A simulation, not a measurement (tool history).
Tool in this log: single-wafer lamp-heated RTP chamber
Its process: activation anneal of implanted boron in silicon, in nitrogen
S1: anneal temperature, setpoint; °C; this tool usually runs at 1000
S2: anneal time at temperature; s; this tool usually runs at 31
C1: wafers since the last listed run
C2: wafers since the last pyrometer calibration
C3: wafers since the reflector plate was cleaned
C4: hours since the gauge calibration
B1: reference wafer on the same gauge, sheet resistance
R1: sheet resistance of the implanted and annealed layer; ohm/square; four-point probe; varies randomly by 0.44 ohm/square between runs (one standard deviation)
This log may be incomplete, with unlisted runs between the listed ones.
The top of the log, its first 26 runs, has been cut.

{"run": 27, "hour": 676.1, "S1": 1000, "S2": 31, "C1": 335, "C2": 399, "C3": 5487, "C4": 191.5, "B1": 97.94, "R1": 105.08}
{"run": 28, "hour": 711.9, "S1": 1000, "S2": 47, "C1": 488, "C2": 888, "C3": 5975, "C4": 227.3, "B1": 97.95, "R1": 104.32}
{"run": 29, "hour": 786.8, "S1": 1000, "S2": 31, "C1": 1021, "C2": 1909, "C3": 6996, "C4": 302.2, "B1": 98.08, "R1": 105.33}
{"hour": 796.2, "done": "reflector plate cleaned"}
{"run": 30, "hour": 806.6, "S1": 1010, "S2": 25, "C1": 160, "C2": 2070, "C3": 141, "C4": 322.0, "B1": 98.01, "R1": 106.03}
{"run": 31, "hour": 823.0, "S1": 1027, "S2": 19, "C1": 223, "C2": 2293, "C3": 365, "C4": 338.4, "B1": 98.08, "R1": 103.88}
{"run": 32, "hour": 845.0, "S1": 1000, "S2": 16, "C1": 299, "C2": 2593, "C3": 665, "C4": 360.4, "B1": 97.84, "R1": 109.19}
{"run": 33, "hour": 859.6, "S1": 980, "S2": 45, "C1": 199, "C2": 2792, "C3": 864, "C4": 375.0, "B1": 97.96, "R1": 112.01}
{"run": 34, "hour": 871.9, "S1": 1000, "S2": 46, "C1": 167, "C2": 2960, "C3": 1031, "C4": 387.3, "B1": 98.09, "R1": 105.72}
{"run": 35, "hour": 885.2, "S1": 992, "S2": 47, "C1": 181, "C2": 3141, "C3": 1213, "C4": 400.6, "B1": 97.96, "R1": 107.14}
{"run": 36, "hour": 917.7, "S1": 1016, "S2": 26, "C1": 443, "C2": 3585, "C3": 1656, "C4": 433.1, "B1": 97.98, "R1": 103.95}

Predict each of these 5 candidate next runs independently; none follows another, all start after run 36:
{"run": "A", "hour": 918.1, "S1": 1000, "S2": 31, "C1": 5, "C2": 3590, "C3": 1661, "C4": 433.5, "B1": "?", "R1": "?"}
{"run": "B", "hour": 918.1, "S1": 975, "S2": 14, "C1": 5, "C2": 3590, "C3": 1661, "C4": 433.5, "B1": "?", "R1": "?"}
{"run": "C", "hour": 918.1, "S1": 990, "S2": 31, "C1": 5, "C2": 3590, "C3": 1661, "C4": 433.5, "B1": "?", "R1": "?"}
{"run": "D", "hour": 918.1, "S1": 1022, "S2": 24, "C1": 5, "C2": 3590, "C3": 1661, "C4": 433.5, "B1": "?", "R1": "?"}
{"run": "E", "hour": 918.1, "S1": 988, "S2": 24, "C1": 5, "C2": 3590, "C3": 1661, "C4": 433.5, "B1": "?", "R1": "?"}

run=A B1=98.10 R1=106.69
run=B B1=98.10 R1=121.89
run=C B1=98.10 R1=109.46
run=D B1=98.10 R1=103.78
run=E B1=98.10 R1=111.20
Stripped of hidden state, with their random variation kept, the same runs would have yielded:
run=A R1=107.84
run=B R1=125.96
run=C R1=111.17
run=D R1=104.32
run=E R1=113.25

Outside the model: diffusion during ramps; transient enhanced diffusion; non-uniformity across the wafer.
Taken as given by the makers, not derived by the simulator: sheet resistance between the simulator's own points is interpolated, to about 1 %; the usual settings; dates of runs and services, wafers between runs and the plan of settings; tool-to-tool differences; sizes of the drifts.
